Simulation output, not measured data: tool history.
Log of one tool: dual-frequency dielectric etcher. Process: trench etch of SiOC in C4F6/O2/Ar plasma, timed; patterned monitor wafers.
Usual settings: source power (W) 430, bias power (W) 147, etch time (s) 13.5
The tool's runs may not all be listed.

run	day	source power (W)	bias power (W)	etch time (s)	read-back reference wafer on the same gauge, depth_nm	mean etch depth across the wafer (angstrom)
1	0	430	147	13.5	26.29	281.5
2	0.758	430	147	13.5	26.27	280.3
3	2.125	430	147	13.5	26.28	285
4	3.504	430	147	13.5	26.27	286.5
5	4.829	430	147	16	26.26	334.5
6	6.142	430	147	16	26.35	339.6
7	7.388	430	147	13.5	26.24	283.5
8	8.121	430	147	13.5	26.25	287.8
# day 9.367: bias power generator calibrated
9	9.388	350	130	13.5	26.38	248.6
# day 10.529: upper electrode replaced
# day 11.404: wet clean of the chamber
10	11.425	360	147	15.5	26.29	286.3
11	11.438	430	147	13.5	26.29	277
# day 11.871: source power generator calibrated
12	11.892	430	147	13.5	26.32	275.4
# day 12.75: gauge calibrated
13	12.854	390	111	15.5	26.39	284.6
14	13.562	430	147	13.5	26.35	279.9
15	14.754	360	134	12	26.33	217.5
16	19.117	460	114	13.5	26.32	272
17	19.883	430	147	15.5	26.34	325.5

What the log doesn't show, run by run:
source power that arrives over what is set, %: 0 in every run
bias power that arrives over what is set, %: 0 in every run
gauge reads high (%): 0 in every run
H1: etch rate over this chamber's usual, %
run	H1
1	1.87
2	2.06
3	2.41
4	2.75
5	3.08
6	3.41
7	3.72
8	3.91
9	4.23
10	-0.343
11	-0.34
12	-0.226
13	0.0148
14	0.192
15	0.491
16	1.58
17	1.78
